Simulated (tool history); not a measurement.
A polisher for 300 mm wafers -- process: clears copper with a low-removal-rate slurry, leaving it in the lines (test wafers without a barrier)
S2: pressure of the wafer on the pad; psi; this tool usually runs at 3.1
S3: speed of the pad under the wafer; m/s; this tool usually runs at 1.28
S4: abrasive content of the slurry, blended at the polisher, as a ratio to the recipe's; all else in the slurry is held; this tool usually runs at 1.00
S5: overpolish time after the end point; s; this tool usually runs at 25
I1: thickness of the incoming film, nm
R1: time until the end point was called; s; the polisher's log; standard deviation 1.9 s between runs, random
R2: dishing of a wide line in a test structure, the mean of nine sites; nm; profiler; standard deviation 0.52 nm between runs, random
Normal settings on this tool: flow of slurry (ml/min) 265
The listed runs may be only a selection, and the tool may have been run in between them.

{"run": 1, "hour": 0.0, "flow of slurry (ml/min)": 265, "S2": 3.1, "S3": 1.28, "S4": 1.0, "S5": 25, "I1": 453.7, "R1": 113.1, "R2": 43.8}
{"run": 2, "hour": 16.9, "flow of slurry (ml/min)": 265, "S2": 3.1, "S3": 1.28, "S4": 1.0, "S5": 25, "I1": 446.8, "R1": 110.6, "R2": 43.1}
{"run": 3, "hour": 52.4, "flow of slurry (ml/min)": 265, "S2": 3.1, "S3": 1.28, "S4": 1.0, "S5": 25, "I1": 459.1, "R1": 126.3, "R2": 42.2}
{"hour": 64.3, "done": "worn pad replaced by a new one"}
{"run": 4, "hour": 80.9, "flow of slurry (ml/min)": 265, "S2": 3.1, "S3": 1.28, "S4": 1.0, "S5": 25, "I1": 444.5, "R1": 108.0, "R2": 43.3}
{"run": 5, "hour": 176.2, "flow of slurry (ml/min)": 265, "S2": 3.1, "S3": 1.28, "S4": 1.0, "S5": 35, "I1": 456.8, "R1": 126.2, "R2": 48.3}
{"hour": 178.5, "done": "slurry nozzle cleaned"}
{"hour": 229.7, "done": "worn pad replaced by a new one"}
{"run": 6, "hour": 249.1, "flow of slurry (ml/min)": 265, "S2": 3.1, "S3": 1.28, "S4": 1.0, "S5": 18, "I1": 447.0, "R1": 114.7, "R2": 36.3}
{"run": 7, "hour": 267.5, "flow of slurry (ml/min)": 265, "S2": 3.1, "S3": 1.28, "S4": 1.0, "S5": 25, "I1": 445.4, "R1": 115.2, "R2": 42.1}
{"hour": 278.5, "done": "head pressure recalibrated"}
{"run": 8, "hour": 288.3, "flow of slurry (ml/min)": 265, "S2": 3.1, "S3": 1.28, "S4": 1.25, "S5": 25, "I1": 449.7, "R1": 115.6, "R2": 43.6}
{"run": 9, "hour": 318.2, "flow of slurry (ml/min)": 265, "S2": 3.1, "S3": 0.88, "S4": 1.3, "S5": 25, "I1": 449.9, "R1": 165.9, "R2": 36.1}
{"hour": 340.6, "done": "slurry blender recalibrated"}
{"run": 10, "hour": 389.2, "flow of slurry (ml/min)": 240, "S2": 2.5, "S3": 1.28, "S4": 0.9, "S5": 31, "I1": 450.2, "R1": 156.7, "R2": 40.1}
{"hour": 397.2, "done": "worn pad replaced by a new one"}
{"run": 11, "hour": 414.3, "flow of slurry (ml/min)": 265, "S2": 3.1, "S3": 1.28, "S4": 1.0, "S5": 25, "I1": 454.2, "R1": 111.0, "R2": 45.0}

Expected results for the next run?
{"run": 12, "hour": 441.5, "flow of slurry (ml/min)": 240, "S2": 3.1, "S3": 1.28, "S4": 1.0, "S5": 25, "I1": 452.8, "R1": "?", "R2": "?"}

{"run 12": {"R1": 112.6, "R2": 44.0}}
The same run, on a tool lacking any hidden state, would have yielded R1 107.9 s, R2 44.7 nm.
